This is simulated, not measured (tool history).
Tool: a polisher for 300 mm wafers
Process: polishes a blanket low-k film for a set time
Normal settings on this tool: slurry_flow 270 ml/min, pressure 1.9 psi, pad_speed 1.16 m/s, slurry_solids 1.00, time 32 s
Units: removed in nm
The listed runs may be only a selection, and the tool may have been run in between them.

| run | hour | slurry_flow | pressure | pad_speed | slurry_solids | time | wafers since the last listed run | wafers polished on this pad | hours since the slurry nozzle was cleaned | hours since the head pressure was calibrated | hours since the slurry blender was calibrated | hours since the conditioning disc was replaced | incoming thickness of the incoming film, nm | removed |
|---|---|---|---|---|---|---|---|---|---|---|---|---|---|---|
| 1 | 0.0 | 270 | 1.6 | 1.16 | 1.00 | 32 | 0 | 1171 | 349.2 | 1093.5 | 103.4 | 56.9 | 322.5 | 14.0 |
|  | 18.4 | worn pad replaced by a new one |
| 2 | 18.9 | 270 | 1.6 | 1.16 | 1.00 | 32 | 190 | 6 | 368.1 | 1112.4 | 122.3 | 75.8 | 328.4 | 13.3 |
|  | 32.5 | slurry blender recalibrated |
| 3 | 33.0 | 335 | 1.9 | 1.16 | 1.00 | 36 | 154 | 160 | 382.2 | 1126.5 | 0.5 | 89.9 | 328.2 | 17.1 |
| 4 | 37.8 | 335 | 1.9 | 1.16 | 1.00 | 36 | 61 | 221 | 387.0 | 1131.3 | 5.3 | 94.7 | 330.1 | 17.2 |
| 5 | 48.7 | 270 | 1.9 | 1.16 | 1.00 | 32 | 139 | 360 | 397.9 | 1142.2 | 16.2 | 105.6 | 324.4 | 14.9 |
| 6 | 60.6 | 270 | 1.9 | 1.16 | 1.00 | 32 | 151 | 512 | 409.8 | 1154.1 | 28.1 | 117.5 | 327.8 | 14.8 |
| 7 | 73.6 | 270 | 1.9 | 1.16 | 0.90 | 35 | 165 | 678 | 422.8 | 1167.1 | 41.1 | 130.5 | 325.2 | 15.7 |
| 8 | 88.3 | 270 | 1.9 | 1.16 | 1.00 | 32 | 187 | 866 | 437.5 | 1181.8 | 55.8 | 145.2 | 326.1 | 14.6 |
| 9 | 95.3 | 270 | 1.9 | 1.16 | 1.00 | 32 | 89 | 955 | 444.5 | 1188.8 | 62.8 | 152.2 | 332.2 | 14.4 |
|  | 107.0 | conditioning disc replaced and pad reconditioned |
| 10 | 107.5 | 270 | 1.9 | 1.16 | 1.00 | 32 | 130 | 1085 | 456.7 | 1201.0 | 75.0 | 0.5 | 330.5 | 15.5 |
| 11 | 119.3 | 270 | 1.9 | 1.16 | 1.00 | 32 | 150 | 1236 | 468.5 | 1212.8 | 86.8 | 12.3 | 334.8 | 15.1 |
| 12 | 126.7 | 270 | 1.9 | 1.16 | 1.00 | 32 | 94 | 1330 | 475.9 | 1220.2 | 94.2 | 19.7 | 331.4 | 15.3 |
|  | 135.9 | worn pad replaced by a new one |
| 13 | 142.0 | 270 | 1.9 | 1.16 | 1.00 | 32 | 144 | 77 | 491.2 | 1235.5 | 109.5 | 35.0 | 331.8 | 15.0 |
|  | 160.6 | slurry blender recalibrated |
| 14 | 180.3 | 270 | 1.9 | 1.30 | 1.00 | 43 | 463 | 541 | 529.5 | 1273.8 | 19.7 | 73.3 | 329.1 | 21.6 |
| 15 | 194.7 | 305 | 2.5 | 0.90 | 0.85 | 32 | 183 | 724 | 543.9 | 1288.2 | 34.1 | 87.7 | 328.7 | 13.9 |
| 16 | 208.4 | 315 | 1.2 | 1.48 | 0.90 | 32 | 174 | 899 | 557.6 | 1301.9 | 47.8 | 101.4 | 328.9 | 13.8 |
|  | 217.5 | slurry nozzle cleaned |
| 17 | 221.5 | 270 | 1.9 | 1.16 | 1.10 | 32 | 154 | 1054 | 4.0 | 1315.0 | 60.9 | 114.5 | 332.7 | 15.2 |
|  | 235.0 | head pressure recalibrated |
| 18 | 235.5 | 270 | 1.9 | 1.16 | 1.00 | 32 | 153 | 1207 | 18.0 | 0.5 | 74.9 | 128.5 | 331.1 | 14.7 |
| 19 | 251.5 | 270 | 1.9 | 1.16 | 1.00 | 32 | 204 | 1411 | 34.0 | 16.5 | 90.9 | 144.5 | 328.9 | 14.2 |
| 20 | 259.4 | 270 | 1.9 | 0.98 | 1.15 | 32 | 100 | 1512 | 41.9 | 24.4 | 98.8 | 152.4 | 325.1 | 13.3 |
|  | 266.8 | worn pad replaced by a new one |
|  | 274.4 | conditioning disc replaced and pad reconditioned |
| 21 | 274.9 | 195 | 1.9 | 1.16 | 1.00 | 32 | 121 | 77 | 57.4 | 39.9 | 114.3 | 0.5 | 330.1 | 14.6 |
|  | 277.8 | slurry blender recalibrated |
| 22 | 287.5 | 305 | 1.9 | 1.16 | 1.25 | 32 | 135 | 212 | 70.0 | 52.5 | 9.7 | 13.1 | 330.6 | 16.5 |
| 23 | 295.7 | 270 | 1.9 | 1.16 | 1.00 | 32 | 104 | 317 | 78.2 | 60.7 | 17.9 | 21.3 | 333.6 | 15.4 |
| 24 | 306.1 | 270 | 1.9 | 1.16 | 1.00 | 41 | 132 | 449 | 88.6 | 71.1 | 28.3 | 31.7 | 325.8 | 19.0 |

What if the next run were any one of these 5? Each begins from the tool's condition after run 24:
| A | 306.5 | 270 | 1.9 | 1.16 | 0.85 | 32 | 5 | 455 | 89.0 | 71.5 | 28.7 | 32.1 | 331.1 | ? |
| B | 306.5 | 185 | 1.3 | 0.84 | 1.00 | 28 | 5 | 455 | 89.0 | 71.5 | 28.7 | 32.1 | 331.1 | ? |
| C | 306.5 | 270 | 1.9 | 1.40 | 1.00 | 32 | 5 | 455 | 89.0 | 71.5 | 28.7 | 32.1 | 331.1 | ? |
| D | 306.5 | 270 | 1.6 | 1.46 | 1.00 | 32 | 5 | 455 | 89.0 | 71.5 | 28.7 | 32.1 | 331.1 | ? |
| E | 306.5 | 355 | 1.9 | 1.16 | 1.00 | 32 | 5 | 455 | 89.0 | 71.5 | 28.7 | 32.1 | 331.1 | ? |

| run | removed |
|---|---|
| A | 14.6 |
| B | 8.0 |
| C | 17.7 |
| D | 16.5 |
| E | 15.6 |
Take away the tool's hidden state, keep each run's random variation, and the runs would have read:
| run | removed |
|---|---|
| A | 14.8 |
| B | 8.0 |
| C | 17.9 |
| D | 16.8 |
| E | 15.8 |

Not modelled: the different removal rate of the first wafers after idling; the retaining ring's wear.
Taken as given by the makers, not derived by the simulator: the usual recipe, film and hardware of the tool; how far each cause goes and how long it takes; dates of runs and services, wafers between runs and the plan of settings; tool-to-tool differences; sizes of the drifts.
